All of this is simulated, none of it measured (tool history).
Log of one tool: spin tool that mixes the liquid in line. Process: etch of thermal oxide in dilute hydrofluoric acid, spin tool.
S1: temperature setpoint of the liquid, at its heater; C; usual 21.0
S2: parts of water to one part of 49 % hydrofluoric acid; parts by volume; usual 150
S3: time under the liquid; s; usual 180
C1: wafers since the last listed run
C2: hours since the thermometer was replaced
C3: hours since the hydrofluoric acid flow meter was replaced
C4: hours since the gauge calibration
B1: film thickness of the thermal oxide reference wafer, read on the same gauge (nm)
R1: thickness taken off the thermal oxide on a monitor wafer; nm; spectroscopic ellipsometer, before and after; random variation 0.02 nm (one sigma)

run   hour    S1   S2   S3  C1      C2      C3     C4       B1      R1
  1    0.0  21.0  125  180   0  1975.0  1152.5   95.6  140.019   5.099
  2   13.2  21.0  125  180  64  1988.2  1165.7  108.8  139.996   5.061
  3   21.4  19.5  150  180  40  1996.4  1173.9  117.0  140.013   3.849
  4   36.5  19.5  150  180  74  2011.5  1189.0  132.1  139.994   3.825
  5   52.3  19.5  150  180  77  2027.3  1204.8  147.9  140.006   3.861
  6   64.8  21.0  150  180  61  2039.8  1217.3  160.4  139.990   4.077
      67.3  -- thermometer replaced
      69.0  -- gauge calibrated
  7   71.2  21.0  150  180  26     3.9  1223.7    2.2  140.015   4.060
  8   89.1  18.0  125  245  87    21.8  1241.6   20.1  140.009   6.058
  9   97.2  21.0  150  180  39    29.9  1249.7   28.2  140.001   4.096
 10  105.8  17.0  150  180  42    38.5  1258.3   36.8  139.991   3.460
     121.7  -- hydrofluoric acid flow meter replaced
 11  123.7  21.0  150  240  83    56.4     2.0   54.7  140.004   6.184
 12  138.1  21.0  150  180  70    70.8    16.4   69.1  139.978   4.647
 13  148.6  21.0  150  180  51    81.3    26.9   79.6  139.981   4.610
 14  155.2  21.0   75  220  32    87.9    33.5   86.2  140.010  12.324
 15  166.7  26.0  115  140  56    99.4    45.0   97.7  139.991   5.931

Some steps in R1 between neighbouring runs. How much of each would the tool show without its hidden state too (settings, what came in, random variation), and how much is left for the hidden state, with any gauge scatter that isn't in both results?
The hidden state here: liquid colder than its thermometer reads (K); hydrofluoric acid flow below the setpoint (%); gauge reads high (%).
Run 10 -> 11: S1 17.0 -> 21.0, S3 180 -> 240, hydrofluoric acid flow meter replaced. R1 +2.724 nm: hidden state +0.468, all else +2.256.
Run 13 -> 14: S2 150 -> 75, S3 180 -> 220. R1 +7.714 nm: hidden state -0.101, all else +7.815.
